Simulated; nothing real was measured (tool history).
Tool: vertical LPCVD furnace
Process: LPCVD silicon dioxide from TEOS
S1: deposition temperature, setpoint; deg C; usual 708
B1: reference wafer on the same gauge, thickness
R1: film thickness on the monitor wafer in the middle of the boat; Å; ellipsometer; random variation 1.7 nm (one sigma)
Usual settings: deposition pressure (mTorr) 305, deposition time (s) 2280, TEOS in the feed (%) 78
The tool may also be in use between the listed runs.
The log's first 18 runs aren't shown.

Run 19, hour 1428.1: usual settings but deposition pressure (mTorr) 230, deposition time (s) 2940; B1 320.37. Result: R1 3462.2 Å.
At hour 1509.5: TEOS flow controller replaced.
Run 20, hour 1516.5: usual settings but TEOS in the feed (%) 90; B1 320.10. Result: R1 3336.0 Å.
Run 21, hour 1556.5: usual settings but S1 713 deg C, deposition pressure (mTorr) 275, deposition time (s) 1440, TEOS in the feed (%) 83; B1 319.74. Result: R1 2145.3 Å.
At hour 1560.6: gauge calibrated.
Run 22, hour 1638.1: usual settings; B1 319.76. Result: R1 3100.8 Å.
Run 23, hour 1732.4: usual settings; B1 319.93. Result: R1 3075.6 Å.
Run 24, hour 1808.1: usual settings but S1 703 deg C; B1 319.86. Result: R1 2766.9 Å.
Run 25, hour 1851.3: usual settings but S1 712 deg C, deposition time (s) 2520; B1 320.14. Result: R1 3743.8 Å.
Run 26, hour 1913.8: usual settings; B1 319.61. Result: R1 3075.8 Å.
Run 27, hour 1996.7: usual settings; B1 320.34. Result: R1 3099.5 Å.
Run 28, hour 2071.7: usual settings but S1 714 deg C; B1 319.98. Result: R1 3546.1 Å.
Run 29, hour 2159.5: usual settings but S1 702 deg C, deposition time (s) 3060; B1 319.84. Result: R1 3630.3 Å.
Run 30, hour 2223.3: usual settings but S1 701 deg C, deposition pressure (mTorr) 375; B1 320.10. Result: R1 2920.6 Å.
Run 31, hour 2268.0: usual settings but deposition pressure (mTorr) 275, TEOS in the feed (%) 91; B1 319.96. Result: R1 3142.3 Å.
Run 32, hour 2314.8: usual settings but S1 713 deg C, TEOS in the feed (%) 92; B1 320.56. Result: R1 3758.3 Å.

Forecast each of these 3 alternatives for the next run:
Run A, hour 2319.7: usual settings; B1 ?. Result: R1 ?.
Run B, hour 2319.7: usual settings but deposition pressure (mTorr) 245; B1 ?. Result: R1 ?.
Run C, hour 2319.7: usual settings but S1 715 deg C, deposition pressure (mTorr) 245, deposition time (s) 1470, TEOS in the feed (%) 92; B1 ?. Result: R1 ?.

run      B1      R1
  A  319.69  3116.0
  B  319.69  2795.8
  C  319.69  2295.0
Without the tool's hidden state the same runs would have given:
run      R1
  A  3101.8
  B  2780.0
  C  2282.0

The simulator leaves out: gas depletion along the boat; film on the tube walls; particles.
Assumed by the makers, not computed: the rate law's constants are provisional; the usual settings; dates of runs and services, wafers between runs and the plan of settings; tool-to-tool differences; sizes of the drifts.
